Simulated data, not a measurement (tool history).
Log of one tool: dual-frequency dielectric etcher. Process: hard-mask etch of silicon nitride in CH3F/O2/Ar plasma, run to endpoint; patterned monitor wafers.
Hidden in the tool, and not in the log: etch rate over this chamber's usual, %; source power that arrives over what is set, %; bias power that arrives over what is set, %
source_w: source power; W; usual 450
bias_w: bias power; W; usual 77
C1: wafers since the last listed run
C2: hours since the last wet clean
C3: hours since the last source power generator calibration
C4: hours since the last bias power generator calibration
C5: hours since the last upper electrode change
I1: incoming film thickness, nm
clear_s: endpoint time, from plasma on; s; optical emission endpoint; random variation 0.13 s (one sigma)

Run 1, hour 0.0: usual settings but source_w 500 W, bias_w 89 W; C1 0; C2 323.1; C3 4397.9; C4 4387.0; C5 3099.3; I1 30.94. Result: clear_s 38.1 s.
Run 2, hour 9.0: usual settings but source_w 500 W, bias_w 89 W; C1 81; C2 332.1; C3 4406.9; C4 4396.0; C5 3108.3; I1 31.09. Result: clear_s 38.2 s.
Run 3, hour 16.0: usual settings but source_w 500 W, bias_w 89 W; C1 63; C2 339.1; C3 4413.9; C4 4403.0; C5 3115.3; I1 31.12. Result: clear_s 38.3 s.
Run 4, hour 32.4: usual settings; C1 147; C2 355.5; C3 4430.3; C4 4419.4; C5 3131.7; I1 31.06. Result: clear_s 42.7 s.
Run 5, hour 50.0: usual settings; C1 158; C2 373.1; C3 4447.9; C4 4437.0; C5 3149.3; I1 30.81. Result: clear_s 42.1 s.
At hour 70.4: source power generator calibrated.
At hour 83.3: wet clean of the chamber.
At hour 101.5: upper electrode replaced.
Run 6, hour 102.0: usual settings but source_w 390 W; C1 152; C2 18.7; C3 31.6; C4 4489.0; C5 0.5; I1 30.65. Result: clear_s 45.1 s.
Run 7, hour 102.3: usual settings; C1 2; C2 19.0; C3 31.9; C4 4489.3; C5 0.8; I1 30.98. Result: clear_s 42.4 s.
Run 8, hour 102.6: usual settings; C1 2; C2 19.3; C3 32.2; C4 4489.6; C5 1.1; I1 30.86. Result: clear_s 42.4 s.
Run 9, hour 103.0: usual settings but source_w 360 W; C1 3; C2 19.7; C3 32.6; C4 4490.0; C5 1.5; I1 30.95. Result: clear_s 48.1 s.
Run 10, hour 103.3: usual settings but source_w 390 W, bias_w 64 W; C1 2; C2 20.0; C3 32.9; C4 4490.3; C5 1.8; I1 31.26. Result: clear_s 49.3 s.
Run 11, hour 105.7: usual settings but source_w 560 W; C1 21; C2 22.4; C3 35.3; C4 4492.7; C5 4.2; I1 30.93. Result: clear_s 37.8 s.
Run 12, hour 117.7: usual settings but source_w 540 W, bias_w 62 W; C1 108; C2 34.4; C3 47.3; C4 4504.7; C5 16.2; I1 30.92. Result: clear_s 41.4 s.
Run 13, hour 126.9: usual settings but source_w 550 W, bias_w 87 W; C1 82; C2 43.6; C3 56.5; C4 4513.9; C5 25.4; I1 30.80. Result: clear_s 36.1 s.
Run 14, hour 134.5: usual settings but source_w 390 W, bias_w 64 W; C1 68; C2 51.2; C3 64.1; C4 4521.5; C5 33.0; I1 30.84. Result: clear_s 48.9 s.
Run 15, hour 143.4: usual settings; C1 80; C2 60.1; C3 73.0; C4 4530.4; C5 41.9; I1 31.10. Result: clear_s 42.5 s.
At hour 155.8: bias power generator calibrated.
Run 16, hour 156.3: usual settings but source_w 480 W, bias_w 93 W; C1 80; C2 73.0; C3 85.9; C4 0.5; C5 54.8; I1 31.12. Result: clear_s 38.4 s.
Run 17, hour 164.2: usual settings but source_w 410 W, bias_w 66 W; C1 71; C2 80.9; C3 93.8; C4 8.4; C5 62.7; I1 30.69. Result: clear_s 46.7 s.
Run 18, hour 177.1: usual settings but source_w 490 W, bias_w 86 W; C1 116; C2 93.8; C3 106.7; C4 21.3; C5 75.6; I1 30.92. Result: clear_s 38.6 s.
Run 19, hour 194.5: usual settings but source_w 370 W, bias_w 70 W; C1 156; C2 111.2; C3 124.1; C4 38.7; C5 93.0; I1 31.06. Result: clear_s 49.0 s.
Run 20, hour 211.0: usual settings; C1 148; C2 127.7; C3 140.6; C4 55.2; C5 109.5; I1 30.82. Result: clear_s 42.2 s.

How the hidden state differs across the entries between the runs, from the last listed run before each to the first after it:
Between runs 5 and 6: source power generator calibrated (hour 70.4); wet clean of the chamber (hour 83.3); upper electrode replaced (hour 101.5)
  no hidden state differs between the two runs
Between runs 15 and 16: bias power generator calibrated (hour 155.8)
  no hidden state differs between the two runs

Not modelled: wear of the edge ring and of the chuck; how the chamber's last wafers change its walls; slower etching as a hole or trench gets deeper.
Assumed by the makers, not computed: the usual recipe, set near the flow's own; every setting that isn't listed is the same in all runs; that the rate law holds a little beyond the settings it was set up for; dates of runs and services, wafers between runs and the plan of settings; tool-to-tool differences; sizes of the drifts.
